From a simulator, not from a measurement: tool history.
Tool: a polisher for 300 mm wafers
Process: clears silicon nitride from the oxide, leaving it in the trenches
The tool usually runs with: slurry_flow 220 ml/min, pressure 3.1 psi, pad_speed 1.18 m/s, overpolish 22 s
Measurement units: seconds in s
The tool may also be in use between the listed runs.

| run | hour | slurry_flow | pressure | pad_speed | overpolish | incoming thickness of the incoming film, nm | seconds |
|---|---|---|---|---|---|---|---|
| 1 | 0.0 | 220 | 3.1 | 1.18 | 22 | 79.4 | 68.2 |
| 2 | 66.3 | 220 | 3.1 | 1.18 | 22 | 80.4 | 70.6 |
| 3 | 120.3 | 220 | 3.1 | 1.18 | 22 | 80.2 | 68.2 |
|  | 155.5 | slurry nozzle cleaned |
| 4 | 184.4 | 190 | 3.1 | 1.18 | 22 | 80.2 | 70.6 |
|  | 210.0 | worn pad replaced by a new one |
| 5 | 243.2 | 220 | 3.1 | 1.18 | 22 | 79.0 | 69.3 |
| 6 | 287.1 | 220 | 3.1 | 1.18 | 22 | 80.9 | 69.2 |
|  | 466.8 | slurry nozzle cleaned |
|  | 470.8 | head pressure recalibrated |
| 7 | 488.7 | 220 | 3.1 | 1.18 | 22 | 80.4 | 69.3 |
|  | 515.5 | worn pad replaced by a new one |
| 8 | 539.2 | 220 | 3.1 | 1.18 | 22 | 80.5 | 68.6 |
| 9 | 575.6 | 220 | 3.1 | 1.18 | 22 | 79.7 | 68.4 |
| 10 | 605.9 | 220 | 3.1 | 1.18 | 22 | 79.9 | 68.1 |
| 11 | 639.3 | 220 | 3.1 | 1.18 | 14 | 79.3 | 68.6 |
| 12 | 681.3 | 220 | 3.1 | 1.18 | 14 | 80.7 | 68.6 |
| 13 | 718.9 | 220 | 2.4 | 1.18 | 22 | 79.3 | 82.9 |
| 14 | 743.2 | 220 | 2.5 | 1.18 | 22 | 80.7 | 83.2 |
|  | 769.0 | slurry nozzle cleaned |
| 15 | 771.4 | 220 | 3.1 | 1.18 | 22 | 78.6 | 67.6 |
|  | 820.1 | worn pad replaced by a new one |
| 16 | 823.4 | 220 | 3.1 | 1.18 | 22 | 78.9 | 66.3 |
| 17 | 880.9 | 220 | 3.1 | 1.46 | 29 | 80.3 | 56.3 |
| 18 | 945.1 | 220 | 3.1 | 1.06 | 10 | 78.4 | 74.0 |
| 19 | 1009.0 | 220 | 3.1 | 1.18 | 22 | 80.0 | 68.7 |
|  | 1017.7 | slurry nozzle cleaned |
| 20 | 1066.7 | 220 | 3.9 | 1.30 | 22 | 80.8 | 52.5 |
| 21 | 1100.2 | 220 | 3.1 | 1.18 | 28 | 80.5 | 69.4 |
|  | 1112.0 | worn pad replaced by a new one |
| 22 | 1154.9 | 220 | 3.4 | 1.18 | 22 | 80.1 | 63.7 |
| 23 | 1212.7 | 220 | 3.1 | 1.18 | 22 | 81.0 | 70.1 |
| 24 | 1250.3 | 280 | 3.5 | 1.02 | 13 | 80.2 | 69.3 |
|  | 1273.4 | slurry nozzle cleaned |
| 25 | 1306.5 | 190 | 2.7 | 0.78 | 29 | 79.1 | 114.8 |
| 26 | 1349.3 | 285 | 4.1 | 1.18 | 29 | 80.8 | 53.1 |

Below are 5 alternative next runs, each starting from the tool's condition after run 26. Predict each:
| A | 1349.7 | 220 | 3.1 | 1.18 | 22 | 80.0 | ? |
| B | 1349.7 | 220 | 2.5 | 1.50 | 13 | 80.0 | ? |
| C | 1349.7 | 220 | 4.1 | 1.38 | 33 | 80.0 | ? |
| D | 1349.7 | 160 | 4.1 | 1.30 | 11 | 80.0 | ? |
| E | 1349.7 | 295 | 2.1 | 1.52 | 31 | 80.0 | ? |

| run | seconds |
|---|---|
| A | 68.4 |
| B | 64.1 |
| C | 46.2 |
| D | 50.3 |
| E | 70.8 |
Had the tool no hidden state, the same runs would have come out as:
| run | seconds |
|---|---|
| A | 68.4 |
| B | 64.1 |
| C | 46.2 |
| D | 50.3 |
| E | 70.8 |
